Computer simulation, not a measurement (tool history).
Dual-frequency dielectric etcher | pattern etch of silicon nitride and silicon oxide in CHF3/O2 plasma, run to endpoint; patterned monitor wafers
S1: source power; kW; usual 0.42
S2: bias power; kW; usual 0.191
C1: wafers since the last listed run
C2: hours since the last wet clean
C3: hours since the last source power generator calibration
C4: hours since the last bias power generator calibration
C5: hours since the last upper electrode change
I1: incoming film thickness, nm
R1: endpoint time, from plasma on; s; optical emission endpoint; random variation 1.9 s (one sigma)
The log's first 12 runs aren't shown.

run	hour	S1	S2	C1	C2	C3	C4	C5	I1	R1
13	779.7	0.42	0.191	315	477	1927.4	2609.5	2449.1	323.5	243.9
# hour 803.7: source power generator calibrated
# hour 828: wet clean of the chamber
14	831.8	0.39	0.178	221	3.8	28.1	2661.6	2501.2	324.8	265
15	883	0.45	0.143	469	55	79.3	2712.8	2552.4	325.3	271.6
16	952.9	0.42	0.191	641	124.9	149.2	2782.7	2622.3	324.1	251.8
17	1088.7	0.48	0.168	1245	260.7	285	2918.5	2758.1	326.2	253.3
18	1123.3	0.51	0.164	317	295.3	319.6	2953.1	2792.7	326.6	251.3
19	1147.3	0.42	0.172	220	319.3	343.6	2977.1	2816.7	320	254.8
20	1212.9	0.52	0.191	601	384.9	409.2	3042.7	2882.3	325.5	233.9
# hour 1276.2: wet clean of the chamber
21	1283.7	0.37	0.158	429	7.5	480	3113.5	2953.1	325	278.5
22	1326.6	0.42	0.146	393	50.4	522.9	3156.4	2996	323.2	270.7
23	1383.3	0.34	0.208	520	107.1	579.6	3213.1	3052.7	325.8	254.3
# hour 1388: bias power generator calibrated
24	1412.2	0.42	0.191	228	136	608.5	24.2	3081.6	325.9	250.1
25	1457.1	0.42	0.172	411	180.9	653.4	69.1	3126.5	323.7	256
# hour 1492: upper electrode replaced
26	1510.1	0.49	0.209	266	233.9	706.4	122.1	18.1	324.7	231.1
27	1578	0.36	0.224	622	301.8	774.3	190	86	321.6	241.6
28	1632	0.47	0.203	495	355.8	828.3	244	140	327.5	233.3
29	1663.7	0.42	0.191	290	387.5	860	275.7	171.7	327.2	246.8
30	1723.2	0.39	0.147	545	447	919.5	335.2	231.2	323.2	269.4
# hour 1760.1: wet clean of the chamber
31	1789.1	0.34	0.191	384	29	985.4	401.1	297.1	325.2	269.6
32	1840.5	0.48	0.159	471	80.4	1036.8	452.5	348.5	324.1	263.9
33	2004.9	0.42	0.17	1507	244.8	1201.2	616.9	512.9	325.2	260.6
34	2071.3	0.49	0.232	609	311.2	1267.6	683.3	579.3	324.2	222.1

5 ways to go on from here, each from the tool as it stands after run 34. What would each give?
A	2071.8	0.42	0.174	4	311.7	1268.1	683.8	579.8	324.6	?
B	2071.8	0.39	0.191	4	311.7	1268.1	683.8	579.8	324.6	?
C	2071.8	0.46	0.191	4	311.7	1268.1	683.8	579.8	324.6	?
D	2071.8	0.35	0.172	4	311.7	1268.1	683.8	579.8	324.6	?
E	2071.8	0.42	0.218	4	311.7	1268.1	683.8	579.8	324.6	?

run	R1
A	258.5
B	254.9
C	244.5
D	271.4
E	238.9
Without the tool's hidden state the same runs would have given:
run	R1
A	263.6
B	259.9
C	249.3
D	276.7
E	243.5

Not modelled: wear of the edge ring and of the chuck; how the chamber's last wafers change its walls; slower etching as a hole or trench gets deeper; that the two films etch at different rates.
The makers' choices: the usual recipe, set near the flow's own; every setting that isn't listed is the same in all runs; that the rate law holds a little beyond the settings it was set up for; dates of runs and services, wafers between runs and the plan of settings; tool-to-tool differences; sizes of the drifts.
